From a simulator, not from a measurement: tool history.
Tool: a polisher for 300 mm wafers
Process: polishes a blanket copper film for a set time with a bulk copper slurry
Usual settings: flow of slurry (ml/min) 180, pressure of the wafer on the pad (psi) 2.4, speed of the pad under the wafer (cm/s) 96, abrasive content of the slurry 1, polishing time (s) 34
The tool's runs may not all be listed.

run	hour	flow of slurry (ml/min)	pressure of the wafer on the pad (psi)	speed of the pad under the wafer (cm/s)	abrasive content of the slurry	polishing time (s)	incoming thickness of the incoming film, nm	film removed (nm)
1	0	180	2.4	96	1	34	4408.7	271.7
2	7.7	180	2.4	96	1	34	4396.7	271.3
# hour 12.4: head pressure recalibrated
3	13.8	180	2.4	96	1	34	4409.2	276.1
4	21.8	180	2.4	96	1	34	4352.8	270.1
5	36.8	180	2.4	96	1	34	4356	262.5
6	43.1	180	2.4	96	1	34	4421.2	265.7
7	53.7	180	2.4	96	1	34	4339.3	260.9
8	69.6	155	2.4	96	1	34	4329.5	253.8
9	83.8	215	2.4	96	1	34	4390.9	256.1
10	95	180	2.4	128	1.15	41	4358.2	406
# hour 116.6: worn pad replaced by a new one
# hour 117.5: slurry blender recalibrated
11	128.1	120	2.4	128	1.2	34	4328.9	360.4
12	136.7	180	2.4	96	0.9	34	4387.2	272.9
13	143.3	180	1.6	108	1.1	29	4426.2	193.9
14	149.8	180	2.4	96	1	34	4463.3	276.7
15	157	225	2.9	118	1.15	34	4344.2	395.3

The next listed run, before its measurement:
16	174.3	200	2.4	96	1	34	4427.1	?

{"run 16": {"film removed (nm)": 276.4}}
Without the tool's hidden state the same run would have given film removed (nm) 292.3.

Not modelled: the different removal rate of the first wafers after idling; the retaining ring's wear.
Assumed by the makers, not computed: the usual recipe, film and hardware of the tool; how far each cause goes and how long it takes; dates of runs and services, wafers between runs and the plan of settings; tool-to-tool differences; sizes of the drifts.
